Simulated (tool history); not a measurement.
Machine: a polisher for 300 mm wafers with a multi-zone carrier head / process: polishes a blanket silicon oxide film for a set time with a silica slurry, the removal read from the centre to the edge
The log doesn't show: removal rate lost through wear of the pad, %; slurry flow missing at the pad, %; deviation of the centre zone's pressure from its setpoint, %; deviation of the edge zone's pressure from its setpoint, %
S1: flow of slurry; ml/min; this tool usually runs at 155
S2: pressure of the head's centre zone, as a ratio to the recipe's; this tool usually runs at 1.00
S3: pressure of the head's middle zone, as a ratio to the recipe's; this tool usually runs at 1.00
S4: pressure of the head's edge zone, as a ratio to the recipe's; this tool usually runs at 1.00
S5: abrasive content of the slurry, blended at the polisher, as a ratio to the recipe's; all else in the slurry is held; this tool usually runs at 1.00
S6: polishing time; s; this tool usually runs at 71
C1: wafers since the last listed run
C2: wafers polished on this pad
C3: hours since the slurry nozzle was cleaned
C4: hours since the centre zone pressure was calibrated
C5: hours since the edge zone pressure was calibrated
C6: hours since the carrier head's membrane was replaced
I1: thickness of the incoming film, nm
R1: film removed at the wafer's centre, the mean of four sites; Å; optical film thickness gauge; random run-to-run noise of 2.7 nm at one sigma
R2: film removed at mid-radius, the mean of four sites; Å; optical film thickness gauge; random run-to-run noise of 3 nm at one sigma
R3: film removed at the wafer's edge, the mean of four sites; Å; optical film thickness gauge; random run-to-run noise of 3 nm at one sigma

{"run": 1, "hour": 0.0, "S1": 180, "S2": 0.96, "S3": 1.0, "S4": 1.0, "S5": 1.0, "S6": 71, "C1": 0, "C2": 1207, "C3": 175.4, "C4": 167.4, "C5": 761.1, "C6": 450.9, "I1": 1378.7, "R1": 2348, "R2": 2405, "R3": 2355}
{"run": 2, "hour": 51.4, "S1": 180, "S2": 0.96, "S3": 1.0, "S4": 1.0, "S5": 1.0, "S6": 71, "C1": 464, "C2": 1672, "C3": 226.8, "C4": 218.8, "C5": 812.5, "C6": 502.3, "I1": 1374.3, "R1": 2304, "R2": 2375, "R3": 2400}
{"run": 3, "hour": 135.9, "S1": 180, "S2": 0.96, "S3": 1.0, "S4": 1.0, "S5": 1.0, "S6": 71, "C1": 763, "C2": 2436, "C3": 311.3, "C4": 303.3, "C5": 897.0, "C6": 586.8, "I1": 1366.6, "R1": 2253, "R2": 2294, "R3": 2344}
{"hour": 215.9, "done": "worn pad replaced by a new one"}
{"run": 4, "hour": 228.5, "S1": 155, "S2": 1.0, "S3": 1.0, "S4": 1.0, "S5": 1.0, "S6": 71, "C1": 801, "C2": 113, "C3": 403.9, "C4": 395.9, "C5": 989.6, "C6": 679.4, "I1": 1393.8, "R1": 2163, "R2": 2194, "R3": 2257}
{"hour": 256.9, "done": "slurry nozzle cleaned"}
{"run": 5, "hour": 315.8, "S1": 155, "S2": 1.0, "S3": 1.0, "S4": 1.0, "S5": 1.0, "S6": 71, "C1": 780, "C2": 894, "C3": 58.9, "C4": 483.2, "C5": 1076.9, "C6": 766.7, "I1": 1409.7, "R1": 2383, "R2": 2366, "R3": 2449}
{"run": 6, "hour": 361.9, "S1": 155, "S2": 1.0, "S3": 1.0, "S4": 1.0, "S5": 1.0, "S6": 71, "C1": 416, "C2": 1310, "C3": 105.0, "C4": 529.3, "C5": 1123.0, "C6": 812.8, "I1": 1390.0, "R1": 2348, "R2": 2372, "R3": 2441}
{"run": 7, "hour": 420.7, "S1": 155, "S2": 1.0, "S3": 1.0, "S4": 1.0, "S5": 1.0, "S6": 71, "C1": 531, "C2": 1842, "C3": 163.8, "C4": 588.1, "C5": 1181.8, "C6": 871.6, "I1": 1380.2, "R1": 2317, "R2": 2322, "R3": 2369}
{"run": 8, "hour": 465.8, "S1": 155, "S2": 1.0, "S3": 1.0, "S4": 1.0, "S5": 1.0, "S6": 71, "C1": 407, "C2": 2250, "C3": 208.9, "C4": 633.2, "C5": 1226.9, "C6": 916.7, "I1": 1425.5, "R1": 2297, "R2": 2326, "R3": 2376}
{"hour": 491.0, "done": "centre zone pressure recalibrated"}
{"run": 9, "hour": 523.2, "S1": 155, "S2": 0.91, "S3": 1.0, "S4": 1.0, "S5": 1.0, "S6": 88, "C1": 500, "C2": 2751, "C3": 266.3, "C4": 32.2, "C5": 1284.3, "C6": 974.1, "I1": 1422.4, "R1": 2577, "R2": 2775, "R3": 2896}
{"hour": 535.1, "done": "edge zone pressure recalibrated"}
{"hour": 579.3, "done": "worn pad replaced by a new one"}
{"run": 10, "hour": 615.2, "S1": 170, "S2": 1.0, "S3": 1.05, "S4": 1.0, "S5": 1.0, "S6": 48, "C1": 777, "C2": 324, "C3": 358.3, "C4": 124.2, "C5": 80.1, "C6": 1066.1, "I1": 1378.4, "R1": 1546, "R2": 1603, "R3": 1594}
{"run": 11, "hour": 673.5, "S1": 155, "S2": 1.11, "S3": 1.0, "S4": 1.0, "S5": 0.75, "S6": 71, "C1": 527, "C2": 852, "C3": 416.6, "C4": 182.5, "C5": 138.4, "C6": 1124.4, "I1": 1386.7, "R1": 2095, "R2": 1913, "R3": 2022}

The next listed run, before its measurement:
{"hour": 708.4, "done": "slurry nozzle cleaned"}
{"run": 12, "hour": 737.3, "S1": 105, "S2": 1.0, "S3": 1.0, "S4": 0.97, "S5": 1.25, "S6": 71, "C1": 567, "C2": 1419, "C3": 28.9, "C4": 246.3, "C5": 202.2, "C6": 1188.2, "I1": 1390.0, "R1": "?", "R2": "?", "R3": "?"}

R1: 2291 Å
R2: 2339 Å
R3: 2427 Å
Take away the tool's hidden state, keep the run-to-run variation as it was, and the same run would have given R1 2329 Å, R2 2372 Å, R3 2450 Å.

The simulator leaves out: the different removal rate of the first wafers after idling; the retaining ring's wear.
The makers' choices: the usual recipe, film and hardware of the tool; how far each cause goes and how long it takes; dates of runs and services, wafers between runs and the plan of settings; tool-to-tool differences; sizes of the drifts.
